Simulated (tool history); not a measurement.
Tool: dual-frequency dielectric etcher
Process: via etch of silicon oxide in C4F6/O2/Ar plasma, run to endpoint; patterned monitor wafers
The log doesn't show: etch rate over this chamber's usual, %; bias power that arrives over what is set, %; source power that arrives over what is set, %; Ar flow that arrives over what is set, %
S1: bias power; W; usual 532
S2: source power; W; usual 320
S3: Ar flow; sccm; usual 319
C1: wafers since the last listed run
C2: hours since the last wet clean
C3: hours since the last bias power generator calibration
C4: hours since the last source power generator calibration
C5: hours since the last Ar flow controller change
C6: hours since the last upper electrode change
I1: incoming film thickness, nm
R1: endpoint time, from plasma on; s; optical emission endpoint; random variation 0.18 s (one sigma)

{"run": 1, "hour": 0.0, "S1": 493, "S2": 320, "S3": 319, "C1": 0, "C2": 39.3, "C3": 4475.9, "C4": 2875.1, "C5": 4754.6, "C6": 4284.7, "I1": 164.2, "R1": 42.3}
{"run": 2, "hour": 92.8, "S1": 493, "S2": 320, "S3": 319, "C1": 1262, "C2": 132.1, "C3": 4568.7, "C4": 2967.9, "C5": 4847.4, "C6": 4377.5, "I1": 163.5, "R1": 42.3}
{"run": 3, "hour": 114.6, "S1": 493, "S2": 320, "S3": 319, "C1": 296, "C2": 153.9, "C3": 4590.5, "C4": 2989.7, "C5": 4869.2, "C6": 4399.3, "I1": 163.3, "R1": 42.5}
{"run": 4, "hour": 137.2, "S1": 532, "S2": 320, "S3": 319, "C1": 307, "C2": 176.5, "C3": 4613.1, "C4": 3012.3, "C5": 4891.8, "C6": 4421.9, "I1": 164.7, "R1": 40.6}
{"run": 5, "hour": 157.2, "S1": 532, "S2": 320, "S3": 319, "C1": 272, "C2": 196.5, "C3": 4633.1, "C4": 3032.3, "C5": 4911.8, "C6": 4441.9, "I1": 164.0, "R1": 40.5}
{"run": 6, "hour": 185.1, "S1": 532, "S2": 320, "S3": 319, "C1": 379, "C2": 224.4, "C3": 4661.0, "C4": 3060.2, "C5": 4939.7, "C6": 4469.8, "I1": 164.8, "R1": 40.4}
{"hour": 196.2, "done": "bias power generator calibrated"}
{"run": 7, "hour": 215.5, "S1": 532, "S2": 320, "S3": 319, "C1": 359, "C2": 254.8, "C3": 19.3, "C4": 3090.6, "C5": 4970.1, "C6": 4500.2, "I1": 166.9, "R1": 41.2}
{"hour": 233.4, "done": "Ar flow controller replaced"}
{"run": 8, "hour": 233.9, "S1": 532, "S2": 320, "S3": 319, "C1": 168, "C2": 273.2, "C3": 37.7, "C4": 3109.0, "C5": 0.5, "C6": 4518.6, "I1": 162.6, "R1": 39.7}
{"run": 9, "hour": 265.7, "S1": 618, "S2": 320, "S3": 319, "C1": 432, "C2": 305.0, "C3": 69.5, "C4": 3140.8, "C5": 32.3, "C6": 4550.4, "I1": 166.7, "R1": 37.5}
{"run": 10, "hour": 278.7, "S1": 532, "S2": 320, "S3": 256, "C1": 176, "C2": 318.0, "C3": 82.5, "C4": 3153.8, "C5": 45.3, "C6": 4563.4, "I1": 165.3, "R1": 39.6}
{"run": 11, "hour": 305.8, "S1": 444, "S2": 390, "S3": 287, "C1": 368, "C2": 345.1, "C3": 109.6, "C4": 3180.9, "C5": 72.4, "C6": 4590.5, "I1": 165.0, "R1": 41.7}
{"hour": 336.9, "done": "wet clean of the chamber"}
{"run": 12, "hour": 337.4, "S1": 493, "S2": 320, "S3": 319, "C1": 103, "C2": 0.5, "C3": 141.2, "C4": 3212.5, "C5": 104.0, "C6": 4622.1, "I1": 163.7, "R1": 42.1}
{"hour": 363.9, "done": "source power generator calibrated"}
{"hour": 373.0, "done": "upper electrode replaced"}
{"run": 13, "hour": 373.5, "S1": 592, "S2": 300, "S3": 297, "C1": 312, "C2": 36.6, "C3": 177.3, "C4": 9.6, "C5": 140.1, "C6": 0.5, "I1": 163.1, "R1": 38.4}
{"run": 14, "hour": 382.6, "S1": 532, "S2": 320, "S3": 319, "C1": 123, "C2": 45.7, "C3": 186.4, "C4": 18.7, "C5": 149.2, "C6": 9.6, "I1": 163.5, "R1": 40.5}
{"run": 15, "hour": 400.9, "S1": 427, "S2": 320, "S3": 348, "C1": 249, "C2": 64.0, "C3": 204.7, "C4": 37.0, "C5": 167.5, "C6": 27.9, "I1": 163.4, "R1": 46.5}
{"run": 16, "hour": 425.7, "S1": 532, "S2": 260, "S3": 395, "C1": 337, "C2": 88.8, "C3": 229.5, "C4": 61.8, "C5": 192.3, "C6": 52.7, "I1": 165.4, "R1": 44.2}
{"run": 17, "hour": 459.9, "S1": 614, "S2": 350, "S3": 286, "C1": 465, "C2": 123.0, "C3": 263.7, "C4": 96.0, "C5": 226.5, "C6": 86.9, "I1": 163.9, "R1": 35.9}
{"run": 18, "hour": 487.5, "S1": 532, "S2": 320, "S3": 289, "C1": 375, "C2": 150.6, "C3": 291.3, "C4": 123.6, "C5": 254.1, "C6": 114.5, "I1": 162.7, "R1": 39.7}

Forecast each of these 3 alternatives for the next run:
{"run": "A", "hour": 487.9, "S1": 532, "S2": 320, "S3": 319, "C1": 5, "C2": 151.0, "C3": 291.7, "C4": 124.0, "C5": 254.5, "C6": 114.9, "I1": 165.7, "R1": "?"}
{"run": "B", "hour": 487.9, "S1": 413, "S2": 320, "S3": 319, "C1": 5, "C2": 151.0, "C3": 291.7, "C4": 124.0, "C5": 254.5, "C6": 114.9, "I1": 165.7, "R1": "?"}
{"run": "C", "hour": 487.9, "S1": 569, "S2": 370, "S3": 319, "C1": 5, "C2": 151.0, "C3": 291.7, "C4": 124.0, "C5": 254.5, "C6": 114.9, "I1": 165.7, "R1": "?"}

run=A R1=41.0
run=B R1=48.0
run=C R1=37.9
Without the tool's hidden state the same runs would have given:
run=A R1=41.3
run=B R1=48.4
run=C R1=38.2
